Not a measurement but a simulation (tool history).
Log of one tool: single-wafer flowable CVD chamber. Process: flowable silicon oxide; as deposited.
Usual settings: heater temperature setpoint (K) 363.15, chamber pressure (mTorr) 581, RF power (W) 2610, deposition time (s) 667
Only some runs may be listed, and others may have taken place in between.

run,day,heater temperature setpoint (K),chamber pressure (mTorr),RF power (W),deposition time (s),wafers since the last listed run,hours since the last thermocouple change,hours since the last RF generator calibration,hours since the last manometer calibration,hours since the showerhead was replaced,hours since the gauge calibration,"read-back reference wafer on the same gauge, thickness_nm",mean film thickness on the monitor wafer (Å)
1,0.000,363.15,581,2610,763,0,2023.1,2616.0,917.0,2633.1,294.5,442.060,5035.05
2,0.342,363.15,581,2610,763,20,2031.3,2624.2,925.2,2641.3,302.7,441.845,5009.28
3,0.667,374.15,581,2610,667,19,2039.1,2632.0,933.0,2649.1,310.5,442.192,2934.03
4,1.400,374.15,581,2610,667,44,2056.7,2649.6,950.6,2666.7,328.1,441.980,2937.40
5,1.917,374.15,581,2610,667,31,2069.1,2662.0,963.0,2679.1,340.5,442.103,2939.66
6,2.321,363.15,581,2610,667,24,2078.8,2671.7,972.7,2688.8,350.2,442.088,4384.65
7,3.071,363.15,581,2610,667,45,2096.8,2689.7,990.7,2706.8,368.2,441.796,4391.27
8,3.654,363.15,581,2610,667,35,2110.8,2703.7,1004.7,2720.8,382.2,441.797,4399.79
9,3.921,363.15,581,2610,667,16,2117.2,2710.1,1011.1,2727.2,388.6,442.197,4379.51
10,4.604,363.15,581,2610,667,41,2133.6,2726.5,1027.5,2743.6,405.0,442.371,4383.00
11,4.996,363.15,581,2610,667,23,2143.0,2735.9,1036.9,2753.0,414.4,442.094,4403.90
# day 5.375: RF generator calibrated
12,6.696,363.15,581,2610,667,82,2183.8,31.7,1077.7,2793.8,455.2,441.834,4369.49
# day 7.262: capacitance manometer re-zeroed and calibrated
13,7.283,363.15,581,2610,667,15,2197.9,45.8,0.5,2807.9,469.3,441.733,4372.67
14,7.546,363.15,581,2610,667,15,2204.2,52.1,6.8,2814.2,475.6,441.880,4410.14
# day 8.771: showerhead replaced
15,8.804,352.15,721,2895,667,55,2234.4,82.3,37.0,0.8,505.8,441.999,7749.31
# day 9.167: thermocouple changed; heater temperature recalibrated
16,9.496,363.15,581,2610,667,21,7.9,98.9,53.6,17.4,522.4,442.061,4859.08
17,9.779,363.15,581,2610,667,17,14.7,105.7,60.4,24.2,529.2,442.089,4853.80
18,10.296,363.15,581,2610,667,31,27.1,118.1,72.8,36.6,541.6,441.760,4876.24
19,10.675,375.15,667,2610,667,22,36.2,127.2,81.9,45.7,550.7,441.950,3640.98
20,11.288,363.15,581,2610,667,36,50.9,141.9,96.6,60.4,565.4,442.129,4889.88
# day 12.325: gauge calibrated
# day 13.312: thermocouple changed; heater temperature recalibrated, repeated, since the last time left the tool worse
21,13.429,377.15,581,2365,547,108,2.8,193.3,148.0,111.8,26.5,441.629,1796.86
22,14.012,357.15,581,2610,560,35,16.8,207.3,162.0,125.8,40.5,441.801,3892.44
23,14.533,376.15,581,2325,555,31,29.3,219.8,174.5,138.3,53.0,442.072,1895.87
24,14.917,352.15,720,2610,550,23,38.5,229.0,183.7,147.5,62.2,442.040,5613.45
25,16.825,375.15,508,2395,667,114,84.3,274.8,229.5,193.3,108.0,442.129,2108.67
26,17.346,349.15,581,2240,719,31,96.8,287.3,242.0,205.8,120.5,441.854,6307.53
27,19.329,356.15,581,3095,612,119,144.4,334.9,289.6,253.4,168.1,441.977,4584.32
28,19.717,377.15,442,2610,731,23,153.7,344.2,298.9,262.7,177.4,442.095,1918.81

Predict each of these 4 candidate next runs independently; none follows another, all start after run 28:
A,19.742,363.15,581,2610,628,1,154.3,344.8,299.5,263.3,178.0,?,?
B,19.742,377.15,721,2865,764,1,154.3,344.8,299.5,263.3,178.0,?,?
C,19.742,376.15,525,2835,763,1,154.3,344.8,299.5,263.3,178.0,?,?
D,19.742,352.15,492,2235,570,1,154.3,344.8,299.5,263.3,178.0,?,?

run,"read-back reference wafer on the same gauge, thickness_nm",mean film thickness on the monitor wafer (Å)
A,442.044,3654.01
B,442.044,3282.30
C,442.044,2477.01
D,442.044,3960.13
Without the tool's unlogged condition, the same runs would have read:
run,mean film thickness on the monitor wafer (Å)
A,3583.81
B,3210.59
C,2422.57
D,3892.67

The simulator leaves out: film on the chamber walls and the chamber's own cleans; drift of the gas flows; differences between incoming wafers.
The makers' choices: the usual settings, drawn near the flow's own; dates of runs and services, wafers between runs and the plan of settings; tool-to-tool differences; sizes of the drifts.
